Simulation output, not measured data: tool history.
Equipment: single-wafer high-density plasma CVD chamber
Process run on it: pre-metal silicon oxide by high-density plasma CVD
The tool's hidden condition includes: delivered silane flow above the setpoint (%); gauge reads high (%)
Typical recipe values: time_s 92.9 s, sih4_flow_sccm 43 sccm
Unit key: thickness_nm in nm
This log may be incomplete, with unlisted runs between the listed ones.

run    hour  time_s  sih4_flow_sccm  wafers since the last listed run  hours since the silane flow controller was replaced  hours since the gauge calibration  read-back reference wafer on the same gauge, thickness_nm  thickness_nm
  1       0    92.9              43                                 0                                               1003.2                             1059.6                                                    441.725       375.139
  2    62.6    92.9              43                               545                                               1065.8                             1122.2                                                    441.067       375.063
  3   213.3    92.9              43                              1312                                               1216.5                             1272.9                                                    440.817       374.766
  4   266.2    92.9              43                               460                                               1269.4                             1325.8                                                    441.495       374.282
  5   364.7    92.9              43                               858                                               1367.9                             1424.3                                                    440.986       375.153
  6     472    92.9              43                               934                                               1475.2                             1531.6                                                    441.075       378.292
  7   574.4    92.9              47                               891                                               1577.6                               1634                                                    441.504       407.811
  8   623.7    92.9              47                               429                                               1626.9                             1683.3                                                    440.824       409.633
  9   700.6    92.9              43                               669                                               1703.8                             1760.2                                                    440.896       378.271
 10   752.8    92.9              43                               454                                                 1756                             1812.4                                                    440.958       378.991
 11   856.2    92.9              43                               900                                               1859.4                             1915.8                                                    441.226       381.738
 12  1012.6    92.9              43                              1362                                               2015.8                             2072.2                                                    440.568        380.62
 13  1080.4    92.9              43                               590                                               2083.6                               2140                                                    441.064        380.58
 14  1130.3    92.9              43                               434                                               2133.5                             2189.9                                                    440.355       381.198
 15  1235.3    92.9              43                               914                                               2238.5                             2294.9                                                    440.659        382.77
 16  1339.6    92.9              43                               908                                               2342.8                             2399.2                                                    440.871       384.194
 17  1429.8   101.9              43                               785                                                 2433                             2489.4                                                    440.824        419.15
 18  1501.3   101.9              43                               622                                               2504.5                             2560.9                                                    441.034       419.176
 19  1576.7   101.9              43                               656                                               2579.9                             2636.3                                                    440.721       419.652
 20  1626.7    92.9              43                               435                                               2629.9                             2686.3                                                    440.776       383.391
 21  1689.5    92.9              43                               547                                               2692.7                             2749.1                                                    440.294       383.556
 22  1744.5    92.9              43                               479                                               2747.7                             2804.1                                                    441.084       384.453
 23    1851    92.9              43                               927                                               2854.2                             2910.6                                                    440.911        389.14
 24  1898.5    86.5              51                               413                                               2901.7                             2958.1                                                    441.494       415.149
     2056.7  -- silane flow controller replaced
 25  2097.6     110              43                              1664                                                 40.9                             3157.2                                                    441.135       439.342
     2141.7  -- gauge calibrated
 26  2152.3    92.9              49                               476                                                 95.6                               10.6                                                    440.948       410.897
 27    2246    92.9              43                               816                                                189.3                              104.3                                                    440.884       372.879
 28  2351.5    87.6              46                               918                                                294.8                              209.8                                                    440.656       368.694
 29  2398.1    76.7              48                               405                                                341.4                              256.4                                                    441.063       333.609
 30  2473.3    92.9              43                               655                                                416.6                              331.6                                                    441.334       369.875
 31  2534.7    80.1              50                               534                                                  478                                393                                                     440.51       367.122
 32  2597.7   106.8              37                               548                                                  541                                456                                                    440.799       377.708
 33    2681    83.6              50                               725                                                624.3                              539.3                                                    440.528        379.39
 34  2785.7    82.1              40                               912                                                  729                                644                                                    440.512       310.383
 35  2870.1    85.7              43                               735                                                813.4                              728.4                                                    440.488       342.423
 36    2937    92.9              43                               582                                                880.3                              795.3                                                    440.989       372.751
 37  2980.5    81.9              43                               378                                                923.8                              838.8                                                    440.398       326.836
 38  3042.3     103              45                               538                                                985.6                              900.6                                                    441.374       430.695
 39    3141    86.5              51                               859                                               1084.3                              999.3                                                     440.99       407.929
 40  3225.6    99.5              36                               736                                               1168.9                             1083.9                                                    440.636       344.975
 41  3314.3    75.6              47                               772                                               1257.6                             1172.6                                                    440.339       329.977
 42  3365.2    74.6              41                               443                                               1308.5                             1223.5                                                    440.732       291.008
 43  3445.8    92.9              43                               702                                               1389.1                             1304.1                                                    441.216       374.783
 44  3520.1   101.4              37                               647                                               1463.4                             1378.4                                                    441.425       361.304
 45  3597.5    92.9              43                               674                                               1540.8                             1455.8                                                    441.031       377.646
 46    3672   104.5              43                               648                                               1615.3                             1530.3                                                    440.987       422.555

Selected run-to-run steps in thickness_nm, each split into two signed amounts: the part the tool would show with no hidden state at all (from settings, incoming material and random variation), and the remainder, which goes to the hidden state together with any gauge scatter not common to the measured and the hidden-state-free results:
Run 16 -> 17: time_s 92.9 -> 101.9. thickness_nm +34.956 nm: hidden state +1.5, all else +33.456.
Run 24 -> 25: time_s 86.5 -> 110, sih4_flow_sccm 51 -> 43, silane flow controller replaced. thickness_nm +24.193 nm: hidden state -18.598, all else +42.791.
Run 33 -> 34: time_s 83.6 -> 82.1, sih4_flow_sccm 50 -> 40. thickness_nm -69.007 nm: hidden state +0.472, all else -69.479.
Run 37 -> 38: time_s 81.9 -> 103, sih4_flow_sccm 43 -> 45. thickness_nm +103.859 nm: hidden state +0.813, all else +103.046.
Run 42 -> 43: time_s 74.6 -> 92.9, sih4_flow_sccm 41 -> 43. thickness_nm +83.775 nm: hidden state +1.232, all else +82.543.

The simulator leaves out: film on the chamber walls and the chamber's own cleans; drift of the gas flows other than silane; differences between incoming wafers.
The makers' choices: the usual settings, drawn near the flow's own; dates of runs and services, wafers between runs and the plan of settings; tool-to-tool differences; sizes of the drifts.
